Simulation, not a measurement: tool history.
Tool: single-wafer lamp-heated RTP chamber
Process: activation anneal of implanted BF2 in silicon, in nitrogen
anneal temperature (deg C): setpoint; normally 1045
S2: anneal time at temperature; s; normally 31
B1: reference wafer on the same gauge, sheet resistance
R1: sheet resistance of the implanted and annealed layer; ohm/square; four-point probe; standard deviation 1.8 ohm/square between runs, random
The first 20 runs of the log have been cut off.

Run 21, hour 304.1: usual settings but anneal temperature (deg C) 1033; B1 565.76. Result: R1 642.32 ohm/square.
Run 22, hour 317.9: usual settings but anneal temperature (deg C) 1028, S2 42 s; B1 566.6. Result: R1 632.19 ohm/square.
Run 23, hour 326.3: usual settings; B1 565.6. Result: R1 635.22 ohm/square.
At hour 334.8: pyrometer window cleaned and pyrometer calibrated, repeated, since the last time left the tool worse.
Run 24, hour 335.3: usual settings but S2 26 s; B1 566.22. Result: R1 648.65 ohm/square.
Run 25, hour 343.8: usual settings but anneal temperature (deg C) 1053, S2 37 s; B1 566.37. Result: R1 630.79 ohm/square.
Run 26, hour 357.6: usual settings; B1 565.37. Result: R1 643.23 ohm/square.
At hour 364.8: gauge calibrated.
At hour 377.5: reflector plate cleaned.
Run 27, hour 378: usual settings; B1 565.95. Result: R1 641.34 ohm/square.
Run 28, hour 382: usual settings but S2 41 s; B1 565.87. Result: R1 631.25 ohm/square.
Run 29, hour 390.7: usual settings but anneal temperature (deg C) 1031; B1 566.03. Result: R1 653.08 ohm/square.
Run 30, hour 407.4: usual settings but anneal temperature (deg C) 1075; B1 566.35. Result: R1 618.9 ohm/square.
Run 31, hour 420.1: usual settings but anneal temperature (deg C) 1032, S2 18 s; B1 566.44. Result: R1 675.72 ohm/square.
Run 32, hour 427.6: usual settings but anneal temperature (deg C) 1030, S2 17 s; B1 566.63. Result: R1 680.79 ohm/square.
Run 33, hour 436.8: usual settings; B1 566.36. Result: R1 639.54 ohm/square.
Run 34, hour 444.2: usual settings but S2 16 s; B1 565.98. Result: R1 661.76 ohm/square.
Run 35, hour 460.6: usual settings but anneal temperature (deg C) 1057; B1 566. Result: R1 632.35 ohm/square.
Run 36, hour 470.4: usual settings; B1 565.97. Result: R1 639.55 ohm/square.
At hour 517.6: pyrometer window cleaned and pyrometer calibrated.
Run 37, hour 518.1: usual settings; B1 566.61. Result: R1 638.23 ohm/square.
Run 38, hour 528.6: usual settings but anneal temperature (deg C) 1064, S2 20 s; B1 565.99. Result: R1 643.58 ohm/square.

Forecast each of these 3 alternatives for the next run:
Run A, hour 529: usual settings; B1 ?. Result: R1 ?.
Run B, hour 529: usual settings but S2 43 s; B1 ?. Result: R1 ?.
Run C, hour 529: usual settings but anneal temperature (deg C) 1027, S2 45 s; B1 ?. Result: R1 ?.

run      B1      R1
  A  565.65  640.68
  B  565.65  629.35
  C  565.65  640.88
Stripped of hidden state, with their random variation kept, the same runs would have yielded:
run      R1
  A  640.83
  B  629.49
  C  641.07
